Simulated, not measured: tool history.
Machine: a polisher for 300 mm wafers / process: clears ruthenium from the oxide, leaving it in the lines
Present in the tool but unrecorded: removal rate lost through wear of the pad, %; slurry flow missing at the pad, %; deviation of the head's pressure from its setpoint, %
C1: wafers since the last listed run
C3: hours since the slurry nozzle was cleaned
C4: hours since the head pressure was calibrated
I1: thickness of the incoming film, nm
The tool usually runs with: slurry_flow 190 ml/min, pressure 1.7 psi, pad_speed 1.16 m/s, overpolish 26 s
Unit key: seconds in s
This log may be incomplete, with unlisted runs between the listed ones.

Run 1, hour 0: usual settings but pad_speed 0.88 m/s; C1 0; wafers polished on this pad 599; C3 239.7; C4 58.5; I1 115.7. Result: seconds 148.9 s.
Run 2, hour 27.6: usual settings but pad_speed 0.88 m/s; C1 136; wafers polished on this pad 736; C3 267.3; C4 86.1; I1 115.3. Result: seconds 147 s.
At hour 54.4: worn pad replaced by a new one.
Run 3, hour 54.9: usual settings but pressure 1.8 psi, overpolish 16 s; C1 115; wafers polished on this pad 2; C3 294.6; C4 113.4; I1 114.7. Result: seconds 116.3 s.
Run 4, hour 77.1: usual settings but pressure 1.8 psi, overpolish 16 s; C1 109; wafers polished on this pad 112; C3 316.8; C4 135.6; I1 115.2. Result: seconds 117.3 s.
Run 5, hour 110.6: usual settings but pressure 1.8 psi, overpolish 16 s; C1 165; wafers polished on this pad 277; C3 350.3; C4 169.1; I1 114.3. Result: seconds 112.7 s.
Run 6, hour 124.8: usual settings but pad_speed 1.04 m/s; C1 70; wafers polished on this pad 348; C3 364.5; C4 183.3; I1 113.3. Result: seconds 128.3 s.
Run 7, hour 141: usual settings but pad_speed 1.04 m/s; C1 80; wafers polished on this pad 428; C3 380.7; C4 199.5; I1 114.7. Result: seconds 131.6 s.
Run 8, hour 158.2: usual settings but pad_speed 1.04 m/s; C1 85; wafers polished on this pad 513; C3 397.9; C4 216.7; I1 113.1. Result: seconds 129 s.
Run 9, hour 174: usual settings but pressure 1.4 psi; C1 78; wafers polished on this pad 591; C3 413.7; C4 232.5; I1 114.8. Result: seconds 147.6 s.
Run 10, hour 209.2: usual settings but overpolish 18 s; C1 173; wafers polished on this pad 765; C3 448.9; C4 267.7; I1 116.2. Result: seconds 127.2 s.
At hour 214.5: worn pad replaced by a new one.
Run 11, hour 229.4: usual settings; C1 80; wafers polished on this pad 73; C3 469.1; C4 287.9; I1 115.9. Result: seconds 128.5 s.
At hour 254: slurry nozzle cleaned.
Run 12, hour 262.8: usual settings but slurry_flow 250 ml/min, pad_speed 1.28 m/s; C1 160; wafers polished on this pad 233; C3 8.8; C4 321.3; I1 114.3. Result: seconds 99.2 s.
Run 13, hour 283.1: usual settings but pressure 1.4 psi; C1 100; wafers polished on this pad 334; C3 29.1; C4 341.6; I1 115.4. Result: seconds 137.6 s.
Run 14, hour 307: usual settings but slurry_flow 155 ml/min; C1 118; wafers polished on this pad 452; C3 53; C4 365.5; I1 114.2. Result: seconds 117.9 s.
Run 15, hour 330.1: usual settings; C1 114; wafers polished on this pad 566; C3 76.1; C4 388.6; I1 115.1. Result: seconds 114.1 s.
At hour 347.1: head pressure recalibrated.
Run 16, hour 361.4: usual settings but overpolish 34 s; C1 144; wafers polished on this pad 711; C3 107.4; C4 14.3; I1 114.5. Result: seconds 117.2 s.
Run 17, hour 384.8: usual settings; C1 115; wafers polished on this pad 826; C3 130.8; C4 37.7; I1 114.1. Result: seconds 112.9 s.
At hour 400.9: worn pad replaced by a new one.
Run 18, hour 406.9: usual settings but pressure 2 psi, pad_speed 1.34 m/s; C1 89; wafers polished on this pad 29; C3 152.9; C4 59.8; I1 115.2. Result: seconds 89.6 s.
Run 19, hour 436.7: usual settings but pressure 1.5 psi, pad_speed 0.82 m/s, overpolish 41 s; C1 147; wafers polished on this pad 176; C3 182.7; C4 89.6; I1 115.1. Result: seconds 171.1 s.
Run 20, hour 469: usual settings but pressure 2 psi, overpolish 13 s; C1 159; wafers polished on this pad 336; C3 215; C4 121.9; I1 114.6. Result: seconds 99.5 s.
Run 21, hour 490.9: usual settings but slurry_flow 130 ml/min, pressure 2.3 psi, overpolish 41 s; C1 108; wafers polished on this pad 444; C3 236.9; C4 143.8; I1 115.5. Result: seconds 93.8 s.

Same runs, no hidden state in the tool, same run-to-run variation:
run  seconds
  1    142.4
  2    139.8
  3      110
  4    110.4
  5    105.2
  6    119.4
  7    121.9
  8      119
  9    135.6
 10    115.6
 11      116
 12       99
 13      137
 14    116.9
 15    112.9
 16    115.5
 17    110.9
 18     87.8
 19    166.9
 20     96.5
 21     89.5
